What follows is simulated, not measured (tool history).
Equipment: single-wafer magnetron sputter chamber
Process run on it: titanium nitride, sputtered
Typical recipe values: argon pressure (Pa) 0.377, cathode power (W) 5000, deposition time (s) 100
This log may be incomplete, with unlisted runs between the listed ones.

run,hour,argon pressure (Pa),cathode power (W),deposition time (s),"read-back reference wafer on the same gauge, thickness_nm",mean film thickness on the monitor wafer (nm)
1,0.0,0.377,5000,100,126.754,106.780
2,84.4,0.377,5000,100,126.782,107.392
3,169.7,0.377,5000,111,126.836,118.512
4,242.1,0.377,5000,111,127.255,118.901
5,282.6,0.377,5000,111,126.997,118.330
6,335.3,0.301,5350,100,127.062,118.434
7,429.2,0.377,5000,100,127.195,107.386
8,518.2,0.377,5000,100,127.085,107.034
9,617.2,0.377,6150,83,127.253,109.249
10,706.3,0.498,4100,87,124.008,70.784
11,790.6,0.377,5900,107,124.395,132.960
12,895.0,0.377,5000,100,124.795,105.374
13,995.3,0.377,4250,100,125.360,90.787
14,1062.3,0.310,5950,89,125.586,116.136
15,1111.5,0.474,5000,116,125.645,117.383
16,1148.7,0.377,5000,100,125.532,105.999

Withheld: 6 entries from between the runs. Position of each, and hidden state at the listed run before versus the listed run after:
Run 1 -> run 2: sputter target and shields replaced (hour 41.6)
  gauge reads high (%): 2.13 -> 2.23
  measured result minus the result with no hidden state, mean film thickness on the monitor wafer (nm): +2.231 -> +2.346
Run 6 -> run 7: sputter target and shields replaced (hour 428.7)
  gauge reads high (%): 2.44 -> 2.5
  measured result minus the result with no hidden state, mean film thickness on the monitor wafer (nm): +2.824 -> +2.616
Run 9 -> run 10: gauge calibrated (hour 692.0)
  gauge reads high (%): 2.57 -> -0.0712
  measured result minus the result with no hidden state, mean film thickness on the monitor wafer (nm): +2.742 -> -0.050
Run 10 -> run 11: sputter target and shields replaced (hour 766.0); capacitance manometer re-zeroed and calibrated (hour 784.3)
  gauge reads high (%): -0.0712 -> 0.36
  measured result minus the result with no hidden state, mean film thickness on the monitor wafer (nm): -0.050 -> +0.477
Run 11 -> run 12: magnet pack replaced (hour 856.3)
  gauge reads high (%): 0.36 -> 0.795
  measured result minus the result with no hidden state, mean film thickness on the monitor wafer (nm): +0.477 -> +0.831
